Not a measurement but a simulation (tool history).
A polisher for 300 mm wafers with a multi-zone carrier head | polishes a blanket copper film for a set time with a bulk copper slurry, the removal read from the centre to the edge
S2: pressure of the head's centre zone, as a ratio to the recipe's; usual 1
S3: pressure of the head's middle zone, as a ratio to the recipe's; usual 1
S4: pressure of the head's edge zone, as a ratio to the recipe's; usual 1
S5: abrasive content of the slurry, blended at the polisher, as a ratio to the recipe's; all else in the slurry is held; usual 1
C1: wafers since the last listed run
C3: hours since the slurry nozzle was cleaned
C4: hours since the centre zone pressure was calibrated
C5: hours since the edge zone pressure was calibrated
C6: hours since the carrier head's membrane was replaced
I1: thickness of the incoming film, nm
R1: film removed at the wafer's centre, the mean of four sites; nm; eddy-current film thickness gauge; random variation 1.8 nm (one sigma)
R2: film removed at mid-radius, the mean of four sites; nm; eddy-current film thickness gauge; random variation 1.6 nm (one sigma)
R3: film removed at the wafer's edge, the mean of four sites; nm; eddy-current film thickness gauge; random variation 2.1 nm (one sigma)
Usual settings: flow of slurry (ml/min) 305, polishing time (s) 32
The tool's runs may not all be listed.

run 1 hour=0 | flow_of_slurry_(ml/min)=305 S2=1 S3=1 S4=1 S5=1 polishing_time_(s)=32 | C1=0 wafers_polished_on_this_pad=411 C3=110.3 C4=232.8 C5=662.4 C6=1678.5 | I1=4390.5 | R1=260.8 R2=263.9 R3=254.7
run 2 hour=33.9 | flow_of_slurry_(ml/min)=305 S2=1 S3=1 S4=1 S5=1 polishing_time_(s)=32 | C1=310 wafers_polished_on_this_pad=722 C3=144.2 C4=266.7 C5=696.3 C6=1712.4 | I1=4406.8 | R1=255.4 R2=263.1 R3=257.5
-- hour=42 worn pad replaced by a new one
run 3 hour=45.1 | flow_of_slurry_(ml/min)=305 S2=1 S3=1.05 S4=1 S5=1 polishing_time_(s)=32 | C1=65 wafers_polished_on_this_pad=28 C3=155.4 C4=277.9 C5=707.5 C6=1723.6 | I1=4436.3 | R1=257.1 R2=266.9 R3=257.8
run 4 hour=61.9 | flow_of_slurry_(ml/min)=305 S2=1 S3=1.05 S4=1 S5=1 polishing_time_(s)=32 | C1=153 wafers_polished_on_this_pad=182 C3=172.2 C4=294.7 C5=724.3 C6=1740.4 | I1=4438.8 | R1=256.1 R2=267.5 R3=255.2
run 5 hour=75.3 | flow_of_slurry_(ml/min)=305 S2=1 S3=1 S4=1 S5=1 polishing_time_(s)=32 | C1=122 wafers_polished_on_this_pad=304 C3=185.6 C4=308.1 C5=737.7 C6=1753.8 | I1=4443.5 | R1=258 R2=263.2 R3=261
run 6 hour=81.7 | flow_of_slurry_(ml/min)=305 S2=1 S3=1 S4=1 S5=1 polishing_time_(s)=32 | C1=58 wafers_polished_on_this_pad=363 C3=192 C4=314.5 C5=744.1 C6=1760.2 | I1=4473.6 | R1=259.3 R2=259.9 R3=259.2
run 7 hour=94.9 | flow_of_slurry_(ml/min)=305 S2=1 S3=1 S4=1 S5=1 polishing_time_(s)=32 | C1=120 wafers_polished_on_this_pad=484 C3=205.2 C4=327.7 C5=757.3 C6=1773.4 | I1=4506 | R1=261.9 R2=265.1 R3=258.3
run 8 hour=103.8 | flow_of_slurry_(ml/min)=305 S2=1 S3=1 S4=1 S5=1 polishing_time_(s)=32 | C1=81 wafers_polished_on_this_pad=565 C3=214.1 C4=336.6 C5=766.2 C6=1782.3 | I1=4447.1 | R1=261.5 R2=261.6 R3=256.6
-- hour=123.4 worn pad replaced by a new one
run 9 hour=151.7 | flow_of_slurry_(ml/min)=305 S2=1 S3=1 S4=1 S5=1 polishing_time_(s)=32 | C1=401 wafers_polished_on_this_pad=259 C3=262 C4=384.5 C5=814.1 C6=1830.2 | I1=4438.6 | R1=261 R2=263.3 R3=254.4
run 10 hour=157.9 | flow_of_slurry_(ml/min)=305 S2=1 S3=1 S4=1 S5=1 polishing_time_(s)=32 | C1=56 wafers_polished_on_this_pad=315 C3=268.2 C4=390.7 C5=820.3 C6=1836.4 | I1=4521.2 | R1=259.9 R2=263.1 R3=254.1
run 11 hour=166.9 | flow_of_slurry_(ml/min)=305 S2=1 S3=1.11 S4=1 S5=1 polishing_time_(s)=32 | C1=82 wafers_polished_on_this_pad=398 C3=277.2 C4=399.7 C5=829.3 C6=1845.4 | I1=4409.4 | R1=257.4 R2=277.6 R3=255.7
-- hour=180.2 carrier head's membrane replaced by a new one
run 12 hour=180.7 | flow_of_slurry_(ml/min)=215 S2=1 S3=1 S4=0.96 S5=1 polishing_time_(s)=32 | C1=80 wafers_polished_on_this_pad=478 C3=291 C4=413.5 C5=843.1 C6=0.5 | I1=4377.2 | R1=247.8 R2=256.3 R3=248.8
run 13 hour=184.6 | flow_of_slurry_(ml/min)=240 S2=1 S3=1.11 S4=1 S5=1 polishing_time_(s)=23 | C1=35 wafers_polished_on_this_pad=514 C3=294.9 C4=417.4 C5=847 C6=4.4 | I1=4434.3 | R1=180.9 R2=195.7 R3=181.9
-- hour=203.5 worn pad replaced by a new one
run 14 hour=204 | flow_of_slurry_(ml/min)=305 S2=1 S3=1.11 S4=0.9 S5=0.75 polishing_time_(s)=32 | C1=141 wafers_polished_on_this_pad=4 C3=314.3 C4=436.8 C5=866.4 C6=23.8 | I1=4412.2 | R1=231.7 R2=252.2 R3=223
run 15 hour=211.7 | flow_of_slurry_(ml/min)=305 S2=1 S3=1 S4=1 S5=1 polishing_time_(s)=32 | C1=70 wafers_polished_on_this_pad=75 C3=322 C4=444.5 C5=874.1 C6=31.5 | I1=4509.4 | R1=259.8 R2=263.2 R3=257.8
run 16 hour=228.5 | flow_of_slurry_(ml/min)=305 S2=1 S3=1 S4=1 S5=1 polishing_time_(s)=32 | C1=153 wafers_polished_on_this_pad=228 C3=338.8 C4=461.3 C5=890.9 C6=48.3 | I1=4408.4 | R1=258.2 R2=260.9 R3=256.7
-- hour=244.8 slurry nozzle cleaned
run 17 hour=248.8 | flow_of_slurry_(ml/min)=305 S2=1 S3=1 S4=1 S5=1 polishing_time_(s)=32 | C1=176 wafers_polished_on_this_pad=405 C3=4 C4=481.6 C5=911.2 C6=68.6 | I1=4387.9 | R1=255.7 R2=259.6 R3=257.1
run 18 hour=260.6 | flow_of_slurry_(ml/min)=305 S2=1 S3=1 S4=1 S5=1.15 polishing_time_(s)=39 | C1=108 wafers_polished_on_this_pad=513 C3=15.8 C4=493.4 C5=923 C6=80.4 | I1=4448.4 | R1=328.7 R2=336 R3=327.8

Run 19 comes next. What will it give?
-- hour=292.2 edge zone pressure recalibrated
-- hour=293.5 worn pad replaced by a new one
-- hour=296.1 centre zone pressure recalibrated
run 19 hour=303.1 | flow_of_slurry_(ml/min)=410 S2=0.91 S3=1 S4=1 S5=1.2 polishing_time_(s)=41 | C1=340 wafers_polished_on_this_pad=69 C3=58.3 C4=7 C5=10.9 C6=122.9 | I1=4462 | R1=? R2=? R3=?

{"run 19": {"R1": 339.5, "R2": 366.6, "R3": 356.7}}
Without the tool's hidden state the same run would have given R1 339.5 nm, R2 366.6 nm, R3 356.7 nm.
